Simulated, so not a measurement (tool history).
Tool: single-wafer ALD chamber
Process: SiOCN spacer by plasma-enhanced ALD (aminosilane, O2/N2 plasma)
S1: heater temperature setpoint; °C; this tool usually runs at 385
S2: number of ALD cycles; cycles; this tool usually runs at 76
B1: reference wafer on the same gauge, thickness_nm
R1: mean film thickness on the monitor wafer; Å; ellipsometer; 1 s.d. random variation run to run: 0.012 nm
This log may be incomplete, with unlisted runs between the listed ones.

| run | hour | S1 | S2 | B1 | R1 |
|---|---|---|---|---|---|
| 1 | 0 | 385 | 76 | 4.076 | 45.86 |
| 2 | 14.2 | 385 | 76 | 4.081 | 46.24 |
| 3 | 22.5 | 385 | 76 | 4.08 | 46.16 |
| 4 | 36.5 | 385 | 76 | 4.083 | 46.12 |
| 5 | 49.9 | 385 | 76 | 4.077 | 46.13 |
| 6 | 63.9 | 385 | 76 | 4.08 | 46.13 |
| 7 | 72.5 | 385 | 76 | 4.081 | 46.08 |
| 8 | 82.8 | 385 | 76 | 4.08 | 46.03 |
|  | 90.5 | gauge calibrated |
|  | 98.1 | thermocouple changed; heater temperature recalibrated |
| 9 | 98.6 | 372 | 66 | 4.082 | 40.05 |
| 10 | 103.5 | 379 | 84 | 4.081 | 50.94 |
| 11 | 110.4 | 385 | 86 | 4.077 | 52.25 |
| 12 | 119.9 | 385 | 76 | 4.083 | 46.31 |
| 13 | 126.7 | 374 | 76 | 4.079 | 46.16 |
| 14 | 144.1 | 395 | 70 | 4.076 | 42.53 |
| 15 | 150.8 | 374 | 68 | 4.083 | 41.33 |
| 16 | 196.6 | 372 | 91 | 4.077 | 55.07 |
| 17 | 210.6 | 385 | 76 | 4.083 | 46.07 |

Each row is a separate what-if for the run after 17, all from the same tool condition, not one after another. Results?
| A | 211.1 | 385 | 76 | ? | ? |
| B | 211.1 | 380 | 76 | ? | ? |
| C | 211.1 | 399 | 72 | ? | ? |

| run | B1 | R1 |
|---|---|---|
| A | 4.079 | 46.07 |
| B | 4.079 | 46.07 |
| C | 4.079 | 43.52 |
The same runs, with their run-to-run variation unchanged, on a tool lacking any hidden condition would have given:
| run | R1 |
|---|---|
| A | 46.07 |
| B | 46.07 |
| C | 43.52 |

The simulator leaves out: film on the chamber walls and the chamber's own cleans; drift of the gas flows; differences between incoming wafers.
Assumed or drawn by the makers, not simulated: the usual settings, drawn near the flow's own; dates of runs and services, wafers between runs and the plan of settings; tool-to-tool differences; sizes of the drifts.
